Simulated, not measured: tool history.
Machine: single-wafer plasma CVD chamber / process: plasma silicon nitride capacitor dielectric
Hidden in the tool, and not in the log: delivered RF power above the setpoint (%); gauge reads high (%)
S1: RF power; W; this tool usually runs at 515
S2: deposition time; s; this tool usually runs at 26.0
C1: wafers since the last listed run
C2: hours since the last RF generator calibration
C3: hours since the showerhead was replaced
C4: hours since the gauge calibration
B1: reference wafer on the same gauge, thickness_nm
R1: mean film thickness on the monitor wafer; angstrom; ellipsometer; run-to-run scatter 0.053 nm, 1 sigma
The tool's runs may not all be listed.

run   hour   S1    S2   C1      C2      C3     C4      B1      R1
  1    0.0  515  26.0    0  2010.8  5214.9   66.3  35.130  351.36
  2   13.5  515  27.3  288  2024.3  5228.4   79.8  35.116  368.90
  3   22.6  515  27.3  194  2033.4  5237.5   88.9  35.099  368.39
  4   32.5  515  27.3  211  2043.3  5247.4   98.8  35.075  368.56
  5   43.1  515  28.0  226  2053.9  5258.0  109.4  35.072  377.67
  6   59.0  515  28.0  339  2069.8  5273.9  125.3  35.067  377.61
  7   66.0  515  28.0  149  2076.8  5280.9  132.3  35.064  377.37
  8   80.8  515  26.0  316  2091.6  5295.7  147.1  35.061  350.87
  9   94.2  460  29.4  286  2105.0  5309.1  160.5  35.041  386.28
 10  111.2  460  29.4  363  2122.0  5326.1  177.5  35.038  386.01
 11  129.0  460  29.4  380  2139.8  5343.9  195.3  35.052  388.39
     131.7  -- gauge calibrated
     142.2  -- showerhead replaced
 12  146.1  460  22.3  194  2156.9     3.9   14.4  35.213  295.23
 13  155.9  515  26.0  209  2166.7    13.7   24.2  35.187  351.35
 14  168.1  435  26.0  260  2178.9    25.9   36.4  35.165  339.22
 15  183.8  515  28.0  335  2194.6    41.6   52.1  35.121  378.82
     194.4  -- RF generator calibrated
 16  194.9  515  24.4   66     0.5    52.7   63.2  35.114  330.30
 17  202.8  460  22.3  168     8.4    60.6   71.1  35.108  293.98
 18  210.9  465  22.8  172    16.5    68.7   79.2  35.090  301.69
 19  221.5  440  26.0  226    27.1    79.3   89.8  35.076  339.69
 20  229.6  515  26.0  172    35.2    87.4   97.9  35.078  350.27
 21  240.3  515  26.0  228    45.9    98.1  108.6  35.053  350.98
 22  256.6  440  28.0  348    62.2   114.4  124.9  35.062  365.28
 23  270.8  440  29.9  303    76.4   128.6  139.1  35.049  390.29

Some steps in R1, run to run, broken into two amounts with sign: the step expected even without the hidden condition (settings, incoming material, random variation), and the rest, left for the hidden condition together with whatever gauge scatter is not in both the measured and the hidden-condition-free result:
Run 11 -> 12: S2 29.4 -> 22.3, gauge calibrated, showerhead replaced. R1 -93.16 angstrom: hidden state +2.22, all else -95.38.
Run 12 -> 13: S1 460 -> 515, S2 22.3 -> 26.0. R1 +56.12 angstrom: hidden state -0.43, all else +56.55.
Run 14 -> 15: S1 435 -> 515, S2 26.0 -> 28.0. R1 +39.60 angstrom: hidden state -0.51, all else +40.11.

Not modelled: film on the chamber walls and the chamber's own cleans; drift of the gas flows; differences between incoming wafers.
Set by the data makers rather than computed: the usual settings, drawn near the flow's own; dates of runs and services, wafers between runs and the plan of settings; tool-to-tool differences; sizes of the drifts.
